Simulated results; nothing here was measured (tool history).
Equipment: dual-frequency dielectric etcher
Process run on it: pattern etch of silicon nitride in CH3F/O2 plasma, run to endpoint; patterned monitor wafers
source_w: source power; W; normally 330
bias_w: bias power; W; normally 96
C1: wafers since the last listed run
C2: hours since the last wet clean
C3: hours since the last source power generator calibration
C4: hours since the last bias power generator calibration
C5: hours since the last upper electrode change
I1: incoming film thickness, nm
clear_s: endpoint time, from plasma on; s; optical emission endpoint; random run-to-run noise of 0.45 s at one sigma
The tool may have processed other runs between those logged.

Run 1, hour 0: usual settings but source_w 280 W, bias_w 102 W; C1 0; C2 467; C3 2691.8; C4 3094.2; C5 3376.6; I1 96. Result: clear_s 103.2 s.
Run 2, hour 34: usual settings but source_w 280 W, bias_w 102 W; C1 164; C2 501; C3 2725.8; C4 3128.2; C5 3410.6; I1 96.5. Result: clear_s 103.3 s.
Run 3, hour 69.4: usual settings but bias_w 107 W; C1 170; C2 536.4; C3 2761.2; C4 3163.6; C5 3446; I1 96.5. Result: clear_s 96.4 s.
At hour 117.8: wet clean of the chamber.
Run 4, hour 118.3: usual settings but bias_w 107 W; C1 120; C2 0.5; C3 2810.1; C4 3212.5; C5 3494.9; I1 97.1. Result: clear_s 99.8 s.
Run 5, hour 126.3: usual settings but bias_w 107 W; C1 38; C2 8.5; C3 2818.1; C4 3220.5; C5 3502.9; I1 95.6. Result: clear_s 98.3 s.
Run 6, hour 146.1: usual settings; C1 95; C2 28.3; C3 2837.9; C4 3240.3; C5 3522.7; I1 97.2. Result: clear_s 101.7 s.
Run 7, hour 179.4: usual settings; C1 160; C2 61.6; C3 2871.2; C4 3273.6; C5 3556; I1 96.9. Result: clear_s 101.3 s.
Run 8, hour 212.3: usual settings but source_w 290 W; C1 158; C2 94.5; C3 2904.1; C4 3306.5; C5 3588.9; I1 96.4. Result: clear_s 105.8 s.
Run 9, hour 234: usual settings but source_w 290 W; C1 104; C2 116.2; C3 2925.8; C4 3328.2; C5 3610.6; I1 97.6. Result: clear_s 106 s.
Run 10, hour 264.2: usual settings but source_w 360 W; C1 145; C2 146.4; C3 2956; C4 3358.4; C5 3640.8; I1 96.2. Result: clear_s 96.3 s.
Run 11, hour 295.9: usual settings; C1 153; C2 178.1; C3 2987.7; C4 3390.1; C5 3672.5; I1 96.5. Result: clear_s 99.6 s.
Run 12, hour 324.8: usual settings; C1 139; C2 207; C3 3016.6; C4 3419; C5 3701.4; I1 96.1. Result: clear_s 99.6 s.
At hour 349.7: upper electrode replaced.
Run 13, hour 350.2: usual settings but source_w 300 W; C1 6; C2 232.4; C3 3042; C4 3444.4; C5 0.5; I1 97.1. Result: clear_s 104.2 s.
Run 14, hour 367: usual settings; C1 81; C2 249.2; C3 3058.8; C4 3461.2; C5 17.3; I1 96. Result: clear_s 99.6 s.
Run 15, hour 381.9: usual settings; C1 71; C2 264.1; C3 3073.7; C4 3476.1; C5 32.2; I1 96.4. Result: clear_s 99.1 s.
Run 16, hour 404.9: usual settings but source_w 280 W, bias_w 89 W; C1 111; C2 287.1; C3 3096.7; C4 3499.1; C5 55.2; I1 97. Result: clear_s 107.3 s.
Run 17, hour 439.6: usual settings; C1 167; C2 321.8; C3 3131.4; C4 3533.8; C5 89.9; I1 96.1. Result: clear_s 98.6 s.
Run 18, hour 454.2: usual settings but source_w 410 W; C1 70; C2 336.4; C3 3146; C4 3548.4; C5 104.5; I1 96. Result: clear_s 90.6 s.
Run 19, hour 476.5: usual settings; C1 107; C2 358.7; C3 3168.3; C4 3570.7; C5 126.8; I1 97.7. Result: clear_s 100.4 s.
Run 20, hour 510.9: usual settings but source_w 400 W, bias_w 109 W; C1 166; C2 393.1; C3 3202.7; C4 3605.1; C5 161.2; I1 96.5. Result: clear_s 89.7 s.
Run 21, hour 536.4: usual settings but source_w 300 W, bias_w 108 W; C1 123; C2 418.6; C3 3228.2; C4 3630.6; C5 186.7; I1 96.5. Result: clear_s 100.5 s.
Run 22, hour 562: usual settings but source_w 310 W, bias_w 76 W; C1 123; C2 444.2; C3 3253.8; C4 3656.2; C5 212.3; I1 96.8. Result: clear_s 105.8 s.
At hour 574.8: source power generator calibrated.
Run 23, hour 595.7: usual settings but source_w 280 W, bias_w 77 W; C1 143; C2 477.9; C3 20.9; C4 3689.9; C5 246; I1 96.2. Result: clear_s 108.9 s.
Run 24, hour 611: usual settings; C1 73; C2 493.2; C3 36.2; C4 3705.2; C5 261.3; I1 96.5. Result: clear_s 99 s.
At hour 615.8: bias power generator calibrated.
Run 25, hour 625.5: usual settings but source_w 390 W, bias_w 114 W; C1 50; C2 507.7; C3 50.7; C4 9.7; C5 275.8; I1 97.1. Result: clear_s 89.3 s.
Run 26, hour 652.6: usual settings but bias_w 89 W; C1 130; C2 534.8; C3 77.8; C4 36.8; C5 302.9; I1 96. Result: clear_s 98.1 s.
Run 27, hour 681.7: usual settings but bias_w 104 W; C1 140; C2 563.9; C3 106.9; C4 65.9; C5 332; I1 96.9. Result: clear_s 96.9 s.
Run 28, hour 708.1: usual settings but source_w 270 W, bias_w 88 W; C1 127; C2 590.3; C3 133.3; C4 92.3; C5 358.4; I1 96.7. Result: clear_s 107.5 s.
At hour 747.2: wet clean of the chamber.
Run 29, hour 747.7: usual settings but source_w 360 W, bias_w 106 W; C1 75; C2 0.5; C3 172.9; C4 131.9; C5 398; I1 96.7. Result: clear_s 96.5 s.
Run 30, hour 759.6: usual settings but source_w 260 W, bias_w 76 W; C1 57; C2 12.4; C3 184.8; C4 143.8; C5 409.9; I1 96.4. Result: clear_s 115.2 s.
Run 31, hour 785: usual settings but source_w 260 W; C1 122; C2 37.8; C3 210.2; C4 169.2; C5 435.3; I1 97.1. Result: clear_s 111 s.
Run 32, hour 812.8: usual settings but source_w 370 W; C1 134; C2 65.6; C3 238; C4 197; C5 463.1; I1 98. Result: clear_s 98.5 s.
Run 33, hour 839.3: usual settings but source_w 370 W, bias_w 111 W; C1 128; C2 92.1; C3 264.5; C4 223.5; C5 489.6; I1 96.5. Result: clear_s 93.8 s.
Run 34, hour 856.5: usual settings but bias_w 79 W; C1 83; C2 109.3; C3 281.7; C4 240.7; C5 506.8; I1 96.6. Result: clear_s 105.1 s.

Each row is a separate what-if for the run after 34, all from the same tool condition, not one after another. Results?
Run A, hour 857: usual settings; C1 2; C2 109.8; C3 282.2; C4 241.2; C5 507.3; I1 96.9. Result: clear_s ?.
Run B, hour 857: usual settings but source_w 400 W; C1 2; C2 109.8; C3 282.2; C4 241.2; C5 507.3; I1 96.9. Result: clear_s ?.
Run C, hour 857: usual settings but source_w 250 W; C1 2; C2 109.8; C3 282.2; C4 241.2; C5 507.3; I1 96.9. Result: clear_s ?.
Run D, hour 857: usual settings but source_w 280 W, bias_w 107 W; C1 2; C2 109.8; C3 282.2; C4 241.2; C5 507.3; I1 96.9. Result: clear_s ?.
Run E, hour 857: usual settings but source_w 310 W, bias_w 107 W; C1 2; C2 109.8; C3 282.2; C4 241.2; C5 507.3; I1 96.9. Result: clear_s ?.

run  clear_s
  A    101.5
  B     94.4
  C    112.8
  D    105.7
  E    101.8
The same runs, with their run-to-run variation unchanged, on a tool lacking any hidden condition would have given:
run  clear_s
  A    102.2
  B     95.1
  C    113.6
  D    106.5
  E    102.5
